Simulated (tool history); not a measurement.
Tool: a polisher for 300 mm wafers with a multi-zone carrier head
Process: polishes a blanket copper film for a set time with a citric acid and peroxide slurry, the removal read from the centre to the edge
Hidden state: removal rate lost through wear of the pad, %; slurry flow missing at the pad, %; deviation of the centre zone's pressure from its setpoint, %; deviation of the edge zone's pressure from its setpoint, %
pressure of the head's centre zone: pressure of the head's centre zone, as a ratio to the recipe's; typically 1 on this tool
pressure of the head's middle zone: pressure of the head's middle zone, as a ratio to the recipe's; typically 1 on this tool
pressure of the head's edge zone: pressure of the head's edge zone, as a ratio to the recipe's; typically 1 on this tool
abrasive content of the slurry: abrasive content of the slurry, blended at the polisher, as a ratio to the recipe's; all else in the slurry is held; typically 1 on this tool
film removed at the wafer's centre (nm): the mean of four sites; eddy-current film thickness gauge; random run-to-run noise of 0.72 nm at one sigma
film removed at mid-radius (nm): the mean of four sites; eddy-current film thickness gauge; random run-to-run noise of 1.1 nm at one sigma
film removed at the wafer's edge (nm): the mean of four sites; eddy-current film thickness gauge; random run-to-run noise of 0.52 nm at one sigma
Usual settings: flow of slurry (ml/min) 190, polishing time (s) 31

| run | hour | flow of slurry (ml/min) | pressure of the head's centre zone | pressure of the head's middle zone | pressure of the head's edge zone | abrasive content of the slurry | polishing time (s) | wafers since the last listed run | wafers polished on this pad | hours since the slurry nozzle was cleaned | hours since the centre zone pressure was calibrated | hours since the edge zone pressure was calibrated | hours since the carrier head's membrane was replaced | incoming thickness of the incoming film, nm | film removed at the wafer's centre (nm) | film removed at mid-radius (nm) | film removed at the wafer's edge (nm) |
|---|---|---|---|---|---|---|---|---|---|---|---|---|---|---|---|---|---|
| 1 | 0 | 190 | 1 | 1 | 1 | 1 | 31 | 0 | 1779 | 262.8 | 365.1 | 45.5 | 557.2 | 1211.7 | 79.4 | 79 | 80.9 |
| 2 | 75.8 | 190 | 1 | 1 | 1 | 1 | 31 | 733 | 2512 | 338.6 | 440.9 | 121.3 | 633 | 1203 | 78.3 | 77.4 | 78.2 |
|  | 107 | worn pad replaced by a new one |
| 3 | 152.1 | 190 | 1 | 1 | 1 | 1 | 33 | 699 | 436 | 414.9 | 517.2 | 197.6 | 709.3 | 1219.6 | 90.8 | 87.2 | 89.7 |
| 4 | 248.1 | 190 | 1 | 1 | 1 | 1 | 33 | 928 | 1364 | 510.9 | 613.2 | 293.6 | 805.3 | 1214 | 88 | 85.9 | 87.4 |
| 5 | 312.5 | 190 | 1 | 1 | 1 | 1 | 31 | 622 | 1987 | 575.3 | 677.6 | 358 | 869.7 | 1203 | 81.4 | 78.9 | 80.1 |
|  | 351.5 | edge zone pressure recalibrated |
| 6 | 399.5 | 190 | 1 | 1 | 1 | 1 | 31 | 821 | 2809 | 662.3 | 764.6 | 48 | 956.7 | 1225.4 | 80 | 76.6 | 78.1 |
|  | 411.7 | worn pad replaced by a new one |
| 7 | 447.6 | 190 | 1 | 1 | 1 | 1 | 31 | 426 | 347 | 710.4 | 812.7 | 96.1 | 1004.8 | 1202.5 | 86.3 | 82.7 | 84.2 |
|  | 492.1 | carrier head's membrane replaced by a new one |
|  | 509 | slurry nozzle cleaned |
| 8 | 531.7 | 215 | 1 | 1 | 1 | 1 | 31 | 755 | 1102 | 22.7 | 896.8 | 180.2 | 39.6 | 1220.8 | 86.7 | 82.5 | 82.9 |
| 9 | 594.4 | 190 | 1.07 | 1 | 1 | 0.85 | 36 | 606 | 1709 | 85.4 | 959.5 | 242.9 | 102.3 | 1203.9 | 98.6 | 88.8 | 90.6 |
| 10 | 636.4 | 190 | 1.04 | 1.09 | 0.91 | 0.85 | 31 | 406 | 2115 | 127.4 | 1001.5 | 284.9 | 144.3 | 1186.7 | 83.6 | 80.8 | 73.1 |
|  | 664.2 | edge zone pressure recalibrated |
|  | 705.7 | worn pad replaced by a new one |
| 11 | 726.1 | 190 | 1.05 | 1.03 | 1 | 1 | 36 | 809 | 197 | 217.1 | 1091.2 | 61.9 | 234 | 1209.4 | 108.7 | 99.9 | 98.7 |
| 12 | 831.8 | 190 | 1 | 1 | 1 | 1.2 | 31 | 1022 | 1219 | 322.8 | 1196.9 | 167.6 | 339.7 | 1223 | 89.5 | 82.5 | 84.7 |
| 13 | 868.3 | 190 | 1 | 1 | 1 | 1 | 31 | 352 | 1572 | 359.3 | 1233.4 | 204.1 | 376.2 | 1187.8 | 87.5 | 78.5 | 81.5 |
|  | 897.9 | centre zone pressure recalibrated |
| 14 | 913.5 | 250 | 1 | 1 | 1 | 1 | 40 | 417 | 1989 | 404.5 | 15.6 | 249.3 | 421.4 | 1208.6 | 106.6 | 104.9 | 106.9 |
| 15 | 1019.2 | 190 | 1.11 | 1 | 1 | 1 | 31 | 1022 | 3012 | 510.2 | 121.3 | 355 | 527.1 | 1193.7 | 85.5 | 77.8 | 77.6 |
|  | 1037.1 | worn pad replaced by a new one |
|  | 1048.9 | edge zone pressure recalibrated |
| 16 | 1070.6 | 190 | 1 | 1.1 | 1 | 1 | 31 | 439 | 304 | 561.6 | 172.7 | 21.7 | 578.5 | 1227.4 | 83.3 | 89.5 | 84.1 |
| 17 | 1149 | 190 | 1 | 1 | 1.04 | 1 | 31 | 758 | 1062 | 640 | 251.1 | 100.1 | 656.9 | 1214.1 | 82.6 | 80.4 | 83.5 |
| 18 | 1216.7 | 190 | 1 | 1 | 1 | 1 | 31 | 654 | 1717 | 707.7 | 318.8 | 167.8 | 724.6 | 1216.6 | 79.1 | 80.5 | 80.9 |
| 19 | 1279.1 | 135 | 1 | 1.09 | 1.03 | 1 | 22 | 603 | 2320 | 770.1 | 381.2 | 230.2 | 787 | 1192.9 | 51.7 | 55.8 | 53.6 |
|  | 1322.3 | worn pad replaced by a new one |
| 20 | 1378.3 | 190 | 1 | 1.04 | 0.95 | 0.7 | 31 | 920 | 541 | 869.3 | 480.4 | 329.4 | 886.2 | 1210.2 | 77.8 | 82.1 | 76.9 |

Here are 5 independent what-if runs from the current tool condition. What would each one return?
| A | 1378.7 | 190 | 1 | 1 | 1 | 1 | 31 | 3 | 545 | 869.7 | 480.8 | 329.8 | 886.6 | 1189.4 | ? | ? | ? |
| B | 1378.7 | 190 | 1 | 1 | 0.93 | 0.9 | 31 | 3 | 545 | 869.7 | 480.8 | 329.8 | 886.6 | 1189.4 | ? | ? | ? |
| C | 1378.7 | 255 | 1 | 1 | 1 | 0.75 | 31 | 3 | 545 | 869.7 | 480.8 | 329.8 | 886.6 | 1189.4 | ? | ? | ? |
| D | 1378.7 | 190 | 1 | 0.94 | 1 | 0.9 | 24 | 3 | 545 | 869.7 | 480.8 | 329.8 | 886.6 | 1189.4 | ? | ? | ? |
| E | 1378.7 | 190 | 1.09 | 1 | 1.05 | 1 | 27 | 3 | 545 | 869.7 | 480.8 | 329.8 | 886.6 | 1189.4 | ? | ? | ? |

| run | film removed at the wafer's centre (nm) | film removed at mid-radius (nm) | film removed at the wafer's edge (nm) |
|---|---|---|---|
| A | 82.3 | 83 | 84.1 |
| B | 80.6 | 81.4 | 79.7 |
| C | 81.7 | 82.1 | 82.3 |
| D | 62.4 | 59.8 | 63.9 |
| E | 77.8 | 72.3 | 75 |
Take away the tool's hidden state, keep each run's random variation, and the runs would have read:
| run | film removed at the wafer's centre (nm) | film removed at mid-radius (nm) | film removed at the wafer's edge (nm) |
|---|---|---|---|
| A | 83.2 | 84.8 | 85.9 |
| B | 81.6 | 83.1 | 81.3 |
| C | 82.6 | 83.8 | 84 |
| D | 63.1 | 61.1 | 65.2 |
| E | 78.7 | 73.8 | 76.6 |
